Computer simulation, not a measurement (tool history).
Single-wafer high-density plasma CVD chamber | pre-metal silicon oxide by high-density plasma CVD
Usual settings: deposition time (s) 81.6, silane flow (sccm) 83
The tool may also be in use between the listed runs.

run,hour,deposition time (s),silane flow (sccm),"read-back reference wafer on the same gauge, thickness_nm",mean film thickness on the monitor wafer (angstrom)
1,0.0,75.4,73,800.238,6166.94
2,15.5,81.6,70,799.623,6480.95
3,33.2,81.6,83,799.992,7338.14
4,46.4,81.6,83,800.360,7358.76
5,59.3,81.6,83,800.165,7371.20
6,68.4,81.6,83,799.908,7377.32
7,77.7,81.6,83,799.817,7373.52
8,87.4,81.6,94,800.117,8094.78
9,102.4,81.6,94,799.370,8087.02
10,115.8,81.6,83,800.139,7365.92
11,130.3,81.6,83,800.136,7358.94
12,138.5,81.6,83,800.387,7376.33
# hour 157.0: gauge calibrated
13,162.1,76.4,92,799.389,7460.70
14,176.9,89.1,68,799.565,6953.76
15,193.4,76.4,92,799.902,7483.29
16,210.5,96.2,73,800.001,7895.17
17,221.5,91.1,100,799.397,9498.12
18,232.1,81.6,96,800.139,8266.89
19,243.0,73.9,83,800.067,6687.20
20,251.4,86.7,94,800.192,8639.09
21,264.1,72.4,70,799.925,5780.46
# hour 282.1: silane flow controller replaced
22,282.6,71.5,72,800.644,5587.36
23,294.1,81.6,83,799.871,7099.89
24,312.2,66.8,95,800.324,6412.65
25,325.4,93.7,68,799.915,7037.08
26,340.6,81.6,83,799.533,7083.18
27,356.9,93.7,75,799.965,7528.12

Forecast each of these 3 alternatives for the next run:
A,357.3,81.6,74,?,?
B,357.3,91.7,99,?,?
C,357.3,96.0,83,?,?

run,"read-back reference wafer on the same gauge, thickness_nm",mean film thickness on the monitor wafer (angstrom)
A,799.481,6510.02
B,799.481,9123.93
C,799.481,8340.29
Without the tool's hidden state the same runs would have given:
run,mean film thickness on the monitor wafer (angstrom)
A,6518.87
B,9136.33
C,8351.63

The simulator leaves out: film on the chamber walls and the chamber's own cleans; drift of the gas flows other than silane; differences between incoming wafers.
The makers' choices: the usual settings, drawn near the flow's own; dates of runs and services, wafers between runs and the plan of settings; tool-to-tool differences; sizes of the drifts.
